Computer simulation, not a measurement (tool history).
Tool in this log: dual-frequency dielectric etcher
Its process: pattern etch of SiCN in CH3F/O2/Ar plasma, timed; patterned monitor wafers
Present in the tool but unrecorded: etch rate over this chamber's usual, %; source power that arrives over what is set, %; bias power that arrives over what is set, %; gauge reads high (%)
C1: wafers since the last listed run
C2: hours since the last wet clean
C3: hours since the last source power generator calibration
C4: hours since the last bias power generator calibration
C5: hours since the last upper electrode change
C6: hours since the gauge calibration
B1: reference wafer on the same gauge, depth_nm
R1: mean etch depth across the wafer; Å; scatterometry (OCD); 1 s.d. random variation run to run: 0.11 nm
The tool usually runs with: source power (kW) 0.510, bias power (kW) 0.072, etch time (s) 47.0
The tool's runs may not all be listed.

{"run": 1, "day": 0.0, "source power (kW)": 0.51, "bias power (kW)": 0.072, "etch time (s)": 47.0, "C1": 0, "C2": 326.8, "C3": 2532.9, "C4": 4218.6, "C5": 4076.9, "C6": 296.3, "B1": 15.95, "R1": 191.6}
{"run": 2, "day": 1.062, "source power (kW)": 0.51, "bias power (kW)": 0.072, "etch time (s)": 47.0, "C1": 355, "C2": 352.3, "C3": 2558.4, "C4": 4244.1, "C5": 4102.4, "C6": 321.8, "B1": 15.9, "R1": 193.8}
{"day": 2.888, "done": "wet clean of the chamber"}
{"run": 3, "day": 3.483, "source power (kW)": 0.51, "bias power (kW)": 0.072, "etch time (s)": 47.0, "C1": 474, "C2": 14.3, "C3": 2616.5, "C4": 4302.2, "C5": 4160.5, "C6": 379.9, "B1": 15.9, "R1": 188.3}
{"run": 4, "day": 4.942, "source power (kW)": 0.51, "bias power (kW)": 0.072, "etch time (s)": 47.0, "C1": 487, "C2": 49.3, "C3": 2651.5, "C4": 4337.2, "C5": 4195.5, "C6": 414.9, "B1": 15.86, "R1": 189.2}
{"run": 5, "day": 5.792, "source power (kW)": 0.51, "bias power (kW)": 0.072, "etch time (s)": 47.0, "C1": 284, "C2": 69.7, "C3": 2671.9, "C4": 4357.6, "C5": 4215.9, "C6": 435.3, "B1": 15.89, "R1": 189.2}
{"run": 6, "day": 7.142, "source power (kW)": 0.51, "bias power (kW)": 0.063, "etch time (s)": 52.5, "C1": 451, "C2": 102.1, "C3": 2704.3, "C4": 4390.0, "C5": 4248.3, "C6": 467.7, "B1": 15.92, "R1": 201.4}
{"run": 7, "day": 8.567, "source power (kW)": 0.51, "bias power (kW)": 0.072, "etch time (s)": 47.0, "C1": 476, "C2": 136.3, "C3": 2738.5, "C4": 4424.2, "C5": 4282.5, "C6": 501.9, "B1": 15.89, "R1": 189.7}
{"run": 8, "day": 9.117, "source power (kW)": 0.51, "bias power (kW)": 0.072, "etch time (s)": 47.0, "C1": 183, "C2": 149.5, "C3": 2751.7, "C4": 4437.4, "C5": 4295.7, "C6": 515.1, "B1": 15.9, "R1": 189.0}
{"day": 9.675, "done": "source power generator calibrated"}
{"run": 9, "day": 10.046, "source power (kW)": 0.51, "bias power (kW)": 0.077, "etch time (s)": 54.0, "C1": 254, "C2": 171.8, "C3": 8.9, "C4": 4459.7, "C5": 4318.0, "C6": 537.4, "B1": 15.89, "R1": 224.5}
{"run": 10, "day": 11.512, "source power (kW)": 0.45, "bias power (kW)": 0.088, "etch time (s)": 55.0, "C1": 490, "C2": 207.0, "C3": 44.1, "C4": 4494.9, "C5": 4353.2, "C6": 572.6, "B1": 15.92, "R1": 228.4}
{"day": 11.675, "done": "gauge calibrated"}
{"day": 13.138, "done": "upper electrode replaced, of another model than before"}
{"run": 11, "day": 13.158, "source power (kW)": 0.51, "bias power (kW)": 0.085, "etch time (s)": 53.5, "C1": 215, "C2": 246.5, "C3": 83.6, "C4": 4534.4, "C5": 0.5, "C6": 35.6, "B1": 15.89, "R1": 238.4}
{"run": 12, "day": 13.417, "source power (kW)": 0.45, "bias power (kW)": 0.088, "etch time (s)": 55.0, "C1": 86, "C2": 252.7, "C3": 89.8, "C4": 4540.6, "C5": 6.7, "C6": 41.8, "B1": 15.85, "R1": 229.4}
{"run": 13, "day": 14.254, "source power (kW)": 0.39, "bias power (kW)": 0.056, "etch time (s)": 47.0, "C1": 279, "C2": 272.8, "C3": 109.9, "C4": 4560.7, "C5": 26.8, "C6": 61.9, "B1": 15.94, "R1": 139.2}
{"day": 15.808, "done": "bias power generator calibrated"}
{"day": 16.4, "done": "wet clean of the chamber"}
{"run": 14, "day": 16.421, "source power (kW)": 0.51, "bias power (kW)": 0.077, "etch time (s)": 54.0, "C1": 470, "C2": 0.5, "C3": 161.9, "C4": 14.7, "C5": 78.8, "C6": 113.9, "B1": 15.91, "R1": 219.0}
{"run": 15, "day": 16.842, "source power (kW)": 0.51, "bias power (kW)": 0.072, "etch time (s)": 47.0, "C1": 140, "C2": 10.6, "C3": 172.0, "C4": 24.8, "C5": 88.9, "C6": 124.0, "B1": 15.92, "R1": 185.6}
{"run": 16, "day": 18.15, "source power (kW)": 0.56, "bias power (kW)": 0.072, "etch time (s)": 36.0, "C1": 437, "C2": 42.0, "C3": 203.4, "C4": 56.2, "C5": 120.3, "C6": 155.4, "B1": 15.94, "R1": 151.6}
{"run": 17, "day": 21.488, "source power (kW)": 0.51, "bias power (kW)": 0.078, "etch time (s)": 56.5, "C1": 1115, "C2": 122.1, "C3": 283.5, "C4": 136.3, "C5": 200.4, "C6": 235.5, "B1": 15.88, "R1": 237.1}

3 ways to go on from here, each from the tool as it stands after run 17. What would each give?
{"run": "A", "day": 21.504, "source power (kW)": 0.51, "bias power (kW)": 0.072, "etch time (s)": 47.0, "C1": 5, "C2": 122.5, "C3": 283.9, "C4": 136.7, "C5": 200.8, "C6": 235.9, "B1": "?", "R1": "?"}
{"run": "B", "day": 21.504, "source power (kW)": 0.51, "bias power (kW)": 0.087, "etch time (s)": 47.0, "C1": 5, "C2": 122.5, "C3": 283.9, "C4": 136.7, "C5": 200.8, "C6": 235.9, "B1": "?", "R1": "?"}
{"run": "C", "day": 21.504, "source power (kW)": 0.43, "bias power (kW)": 0.072, "etch time (s)": 47.0, "C1": 5, "C2": 122.5, "C3": 283.9, "C4": 136.7, "C5": 200.8, "C6": 235.9, "B1": "?", "R1": "?"}

run=A B1=15.92 R1=188.2
run=B B1=15.92 R1=206.7
run=C B1=15.92 R1=167.2
Take away the tool's hidden state, keep each run's random variation, and the runs would have read:
run=A R1=185.1
run=B R1=203.4
run=C R1=164.5
